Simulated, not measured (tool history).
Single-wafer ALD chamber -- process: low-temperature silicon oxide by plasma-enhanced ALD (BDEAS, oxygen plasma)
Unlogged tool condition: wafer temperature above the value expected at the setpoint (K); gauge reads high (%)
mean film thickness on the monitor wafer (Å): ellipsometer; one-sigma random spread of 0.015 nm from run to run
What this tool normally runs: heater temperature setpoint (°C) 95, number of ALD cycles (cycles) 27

run	day	heater temperature setpoint (°C)	number of ALD cycles (cycles)	wafers since the last listed run	hours since the last thermocouple change	hours since the gauge calibration	read-back reference wafer on the same gauge, thickness_nm	mean film thickness on the monitor wafer (Å)
1	0	86	27	0	769.5	955	3.755	41.41
2	1.921	95	27	385	815.6	1001.1	3.757	40.54
3	3.975	95	27	412	864.9	1050.4	3.766	40.43
4	5.025	95	27	210	890.1	1075.6	3.764	40.31
5	7.079	85	27	412	939.4	1124.9	3.758	41.7
6	8.775	85	27	340	980.1	1165.6	3.76	41.39
7	11.638	85	27	574	1048.8	1234.3	3.755	41.52
8	14.225	95	27	519	1110.9	1296.4	3.766	40.29
9	16.175	95	27	391	1157.7	1343.2	3.761	40.04
10	17.912	95	27	348	1199.4	1384.9	3.762	40.1
11	20.867	95	27	593	1270.3	1455.8	3.763	40.25
12	22.225	95	29	272	1302.9	1488.4	3.754	43.02
13	25.262	95	31	610	1375.8	1561.3	3.759	46.18
14	28.208	95	31	591	1446.5	1632	3.765	45.87
# day 30.004: gauge calibrated
15	31.179	95	31	596	1517.8	28.2	3.759	45.74
16	36.838	95	27	1136	1653.6	164	3.753	39.98
17	39.325	95	27	499	1713.3	223.7	3.761	39.99
18	42.2	95	27	577	1782.3	292.7	3.767	39.83
19	43.842	95	27	329	1821.7	332.1	3.76	40.04
20	46.058	86	24	445	1874.9	385.3	3.762	36.35
21	47.825	103	27	354	1917.3	427.7	3.758	39.29
# day 54.308: thermocouple changed; heater temperature recalibrated
22	54.512	103	27	1276	4.9	588.2	3.754	39.8
23	56.812	103	25	461	60.1	643.4	3.753	36.75
24	59.375	88	23	514	121.6	704.9	3.761	35.21
25	61.5	95	32	426	172.6	755.9	3.76	48.04
26	62.533	102	27	207	197.4	780.7	3.764	39.52
27	64.658	95	27	426	248.4	831.7	3.759	40.73
28	66.3	95	27	329	287.8	871.1	3.758	40.44
29	68.65	81	31	471	344.2	927.5	3.758	48.42
30	69.921	102	28	255	374.7	958	3.76	41.17
31	72.562	85	29	530	438.1	1021.4	3.762	44.79
32	73.638	95	30	215	463.9	1047.2	3.757	44.58
33	76.467	90	24	568	531.8	1115.1	3.757	36.5
34	85.279	95	27	1769	743.3	1326.6	3.762	40.14
35	87.917	102	23	529	806.6	1389.9	3.76	33.68
36	89.342	95	27	286	840.8	1424.1	3.759	40.04
37	91.317	91	23	396	888.2	1471.5	3.758	34.62
38	92.35	95	23	207	913	1496.3	3.761	34.15

Some steps in mean film thickness on the monitor wafer (Å), run to run, broken into two amounts with sign: the step expected even without the hidden condition (settings, incoming material, random variation), and the rest, left for the hidden condition together with whatever gauge scatter is not in both the measured and the hidden-condition-free result:
Run 20 -> 21: heater temperature setpoint (°C) 86 -> 103, number of ALD cycles (cycles) 24 -> 27. mean film thickness on the monitor wafer (Å) +2.94: hidden state +0.26, all else +2.68.
Run 21 -> 22: thermocouple changed; heater temperature recalibrated. mean film thickness on the monitor wafer (Å) +0.51: hidden state +0.3, all else +0.21.
Run 24 -> 25: heater temperature setpoint (°C) 88 -> 95, number of ALD cycles (cycles) 23 -> 32. mean film thickness on the monitor wafer (Å) +12.83: hidden state -0.06, all else +12.89.
Run 25 -> 26: heater temperature setpoint (°C) 95 -> 102, number of ALD cycles (cycles) 32 -> 27. mean film thickness on the monitor wafer (Å) -8.52: hidden state +0.09, all else -8.61.
Run 32 -> 33: heater temperature setpoint (°C) 95 -> 90, number of ALD cycles (cycles) 30 -> 24. mean film thickness on the monitor wafer (Å) -8.08: hidden state +0.03, all else -8.11.
Run 35 -> 36: heater temperature setpoint (°C) 102 -> 95, number of ALD cycles (cycles) 23 -> 27. mean film thickness on the monitor wafer (Å) +6.36: hidden state -0.24, all else +6.6.
